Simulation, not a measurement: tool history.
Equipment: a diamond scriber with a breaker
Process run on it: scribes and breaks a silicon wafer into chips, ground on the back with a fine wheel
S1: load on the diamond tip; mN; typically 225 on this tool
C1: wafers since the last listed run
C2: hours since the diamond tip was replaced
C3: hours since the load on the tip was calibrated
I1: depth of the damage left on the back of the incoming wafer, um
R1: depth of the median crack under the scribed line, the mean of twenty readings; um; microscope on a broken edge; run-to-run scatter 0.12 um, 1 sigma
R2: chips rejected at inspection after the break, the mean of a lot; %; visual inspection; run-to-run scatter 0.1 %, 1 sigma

Run 1, day 0.000: usual settings; C1 0; C2 860.7; C3 212.9; I1 2.49. Result: R1 11.19 um, R2 2.38 %.
At day 2.575: diamond tip replaced by a new one.
Run 2, day 3.229: usual settings; C1 185; C2 15.7; C3 290.4; I1 2.42. Result: R1 11.38 um, R2 2.35 %.
Run 3, day 5.096: usual settings; C1 109; C2 60.5; C3 335.2; I1 2.62. Result: R1 11.09 um, R2 2.42 %.
Run 4, day 8.025: usual settings; C1 172; C2 130.8; C3 405.5; I1 1.84. Result: R1 11.28 um, R2 2.00 %.
Run 5, day 9.733: usual settings; C1 100; C2 171.8; C3 446.5; I1 1.86. Result: R1 11.28 um, R2 1.99 %.
Run 6, day 11.804: usual settings but S1 247 mN; C1 121; C2 221.5; C3 496.2; I1 2.55. Result: R1 11.96 um, R2 4.11 %.
Run 7, day 16.000: usual settings; C1 246; C2 322.2; C3 596.9; I1 2.16. Result: R1 11.28 um, R2 2.02 %.
Run 8, day 17.883: usual settings; C1 110; C2 367.4; C3 642.1; I1 2.66. Result: R1 11.35 um, R2 2.66 %.
Run 9, day 22.279: usual settings; C1 258; C2 472.9; C3 747.6; I1 2.08. Result: R1 11.33 um, R2 1.79 %.
Run 10, day 26.425: usual settings; C1 244; C2 572.4; C3 847.1; I1 2.81. Result: R1 11.32 um, R2 2.99 %.
At day 26.900: load on the tip recalibrated.
Run 11, day 28.350: usual settings; C1 108; C2 618.6; C3 34.8; I1 1.98. Result: R1 11.17 um, R2 1.97 %.
Run 12, day 36.200: usual settings; C1 462; C2 807.0; C3 223.2; I1 2.20. Result: R1 11.32 um, R2 2.23 %.
Run 13, day 39.171: usual settings; C1 174; C2 878.3; C3 294.5; I1 2.13. Result: R1 11.08 um, R2 2.07 %.
Run 14, day 42.929: usual settings; C1 221; C2 968.5; C3 384.7; I1 2.04. Result: R1 11.22 um, R2 1.98 %.
At day 43.929: diamond tip replaced by a new one.
Run 15, day 46.046: usual settings; C1 178; C2 50.8; C3 459.5; I1 1.98. Result: R1 11.41 um, R2 1.97 %.
Run 16, day 49.762: usual settings; C1 218; C2 140.0; C3 548.7; I1 2.10. Result: R1 11.14 um, R2 1.93 %.
Run 17, day 53.171: usual settings; C1 200; C2 221.8; C3 630.5; I1 2.51. Result: R1 10.96 um, R2 2.41 %.
Run 18, day 57.133: usual settings; C1 233; C2 316.9; C3 725.6; I1 2.85. Result: R1 11.23 um, R2 2.73 %.
Run 19, day 61.333: usual settings but S1 210 mN; C1 247; C2 417.7; C3 826.4; I1 1.89. Result: R1 10.61 um, R2 3.08 %.
At day 62.283: load on the tip recalibrated.
Run 20, day 63.567: usual settings but S1 207 mN; C1 126; C2 471.3; C3 30.8; I1 2.69. Result: R1 10.53 um, R2 4.36 %.
Run 21, day 66.458: usual settings but S1 274 mN; C1 170; C2 540.7; C3 100.2; I1 2.21. Result: R1 13.43 um, R2 9.58 %.
Run 22, day 70.017: usual settings but S1 266 mN; C1 209; C2 626.1; C3 185.6; I1 2.60. Result: R1 12.83 um, R2 9.06 %.
Run 23, day 73.908: usual settings but S1 201 mN; C1 229; C2 719.5; C3 279.0; I1 1.71. Result: R1 10.38 um, R2 4.60 %.
Run 24, day 77.871: usual settings; C1 233; C2 814.6; C3 374.1; I1 1.61. Result: R1 11.30 um, R2 1.78 %.
Run 25, day 80.312: usual settings but S1 259 mN; C1 143; C2 873.2; C3 432.7; I1 1.89. Result: R1 12.67 um, R2 6.19 %.
At day 83.075: diamond tip replaced by a new one.
Run 26, day 84.562: usual settings but S1 270 mN; C1 245; C2 35.7; C3 534.7; I1 2.58. Result: R1 13.00 um, R2 8.98 %.
Run 27, day 87.446: usual settings; C1 169; C2 104.9; C3 603.9; I1 2.56. Result: R1 11.17 um, R2 2.59 %.
Run 28, day 89.004: usual settings but S1 248 mN; C1 91; C2 142.3; C3 641.3; I1 1.68. Result: R1 12.34 um, R2 3.84 %.
Run 29, day 92.492: usual settings but S1 169 mN; C1 205; C2 226.0; C3 725.0; I1 1.65. Result: R1 8.93 um, R2 18.65 %.
Run 30, day 94.088: usual settings but S1 254 mN; C1 93; C2 264.3; C3 763.3; I1 1.65. Result: R1 12.15 um, R2 4.86 %.
Run 31, day 95.900: usual settings but S1 171 mN; C1 106; C2 307.8; C3 806.8; I1 1.83. Result: R1 9.06 um, R2 18.45 %.
At day 96.092: load on the tip recalibrated.
Run 32, day 99.433: usual settings but S1 202 mN; C1 203; C2 392.6; C3 80.2; I1 2.91. Result: R1 10.29 um, R2 5.67 %.
Run 33, day 101.146: usual settings but S1 293 mN; C1 100; C2 433.7; C3 121.3; I1 2.46. Result: R1 13.83 um, R2 15.81 %.
Run 34, day 103.400: usual settings but S1 165 mN; C1 132; C2 487.8; C3 175.4; I1 2.27. Result: R1 8.70 um, R2 25.39 %.
Run 35, day 106.075: usual settings but S1 204 mN; C1 157; C2 552.0; C3 239.6; I1 1.61. Result: R1 10.39 um, R2 3.81 %.
Run 36, day 110.108: usual settings but S1 259 mN; C1 237; C2 648.8; C3 336.4; I1 2.04. Result: R1 12.42 um, R2 5.97 %.
Run 37, day 118.317: usual settings but S1 256 mN; C1 483; C2 845.8; C3 533.4; I1 1.76. Result: R1 12.41 um, R2 5.24 %.
At day 119.300: diamond tip replaced by a new one.
Run 38, day 122.542: usual settings; C1 243; C2 77.8; C3 634.8; I1 1.83. Result: R1 11.07 um, R2 1.76 %.
Run 39, day 125.704: usual settings but S1 164 mN; C1 186; C2 153.7; C3 710.7; I1 2.71. Result: R1 8.63 um, R2 24.34 %.
Run 40, day 129.133: usual settings but S1 192 mN; C1 201; C2 236.0; C3 793.0; I1 2.87. Result: R1 9.90 um, R2 9.57 %.
Run 41, day 132.954: usual settings but S1 178 mN; C1 224; C2 327.7; C3 884.7; I1 2.85. Result: R1 9.19 um, R2 15.79 %.
At day 135.012: load on the tip recalibrated.
Run 42, day 136.946: usual settings but S1 253 mN; C1 230; C2 423.5; C3 46.4; I1 1.90. Result: R1 12.45 um, R2 4.85 %.

For each run, what was the tool's unlogged condition?
share of the diamond tip's cutting effectiveness lost through wear, %: 0 at every run
deviation of the load on the tip from its setpoint, %: 0 at every run

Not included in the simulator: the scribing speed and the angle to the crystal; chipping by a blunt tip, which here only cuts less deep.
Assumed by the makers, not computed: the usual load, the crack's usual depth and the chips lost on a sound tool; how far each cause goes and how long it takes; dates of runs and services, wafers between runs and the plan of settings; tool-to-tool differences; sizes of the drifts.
